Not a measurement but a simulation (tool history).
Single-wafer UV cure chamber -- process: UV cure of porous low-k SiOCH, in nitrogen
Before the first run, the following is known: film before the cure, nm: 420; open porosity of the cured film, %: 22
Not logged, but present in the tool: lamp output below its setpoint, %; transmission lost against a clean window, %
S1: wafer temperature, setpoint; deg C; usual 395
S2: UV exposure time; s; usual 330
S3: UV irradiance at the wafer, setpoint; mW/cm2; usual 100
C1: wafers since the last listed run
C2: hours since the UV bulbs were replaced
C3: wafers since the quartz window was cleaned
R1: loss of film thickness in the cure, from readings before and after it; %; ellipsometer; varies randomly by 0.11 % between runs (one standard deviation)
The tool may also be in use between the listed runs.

run 1 hour=0 | S1=395 S2=330 S3=100 | C1=0 C2=1966 C3=1495 | R1=13.121
run 2 hour=15.3 | S1=395 S2=330 S3=100 | C1=149 C2=1981.3 C3=1645 | R1=13.28
run 3 hour=21.6 | S1=395 S2=330 S3=100 | C1=61 C2=1987.6 C3=1707 | R1=12.974
run 4 hour=30.9 | S1=395 S2=415 S3=100 | C1=91 C2=1996.9 C3=1798 | R1=14.194
run 5 hour=38.4 | S1=395 S2=415 S3=100 | C1=73 C2=2004.4 C3=1871 | R1=14.218
run 6 hour=49.8 | S1=395 S2=330 S3=100 | C1=111 C2=2015.8 C3=1983 | R1=12.801
run 7 hour=66.3 | S1=395 S2=330 S3=100 | C1=161 C2=2032.3 C3=2144 | R1=13.02
run 8 hour=83.3 | S1=395 S2=330 S3=100 | C1=166 C2=2049.3 C3=2311 | R1=13.007
run 9 hour=94.9 | S1=395 S2=370 S3=121 | C1=113 C2=2060.9 C3=2424 | R1=14.515
run 10 hour=101.1 | S1=395 S2=370 S3=121 | C1=60 C2=2067.1 C3=2485 | R1=14.501
-- hour=110.1 quartz window cleaned
run 11 hour=116.5 | S1=412 S2=330 S3=89 | C1=72 C2=2082.5 C3=62 | R1=13.255
run 12 hour=129.3 | S1=395 S2=330 S3=100 | C1=125 C2=2095.3 C3=188 | R1=13.354
run 13 hour=145.7 | S1=414 S2=430 S3=119 | C1=160 C2=2111.7 C3=348 | R1=16.114
run 14 hour=159.2 | S1=400 S2=150 S3=100 | C1=132 C2=2125.2 C3=480 | R1=9.809
run 15 hour=170 | S1=388 S2=330 S3=100 | C1=105 C2=2136 C3=586 | R1=13.12
-- hour=190.6 UV bulbs replaced
run 16 hour=213.7 | S1=395 S2=330 S3=128 | C1=349 C2=23.1 C3=935 | R1=14.236

For run 17, what comes out?
run 17 hour=227.4 | S1=395 S2=195 S3=100 | C1=134 C2=36.8 C3=1070 | R1=?

R1: 10.549 %
Were there no unlogged condition in the tool, this run, its random variation unchanged, would have produced R1 11.26 %.
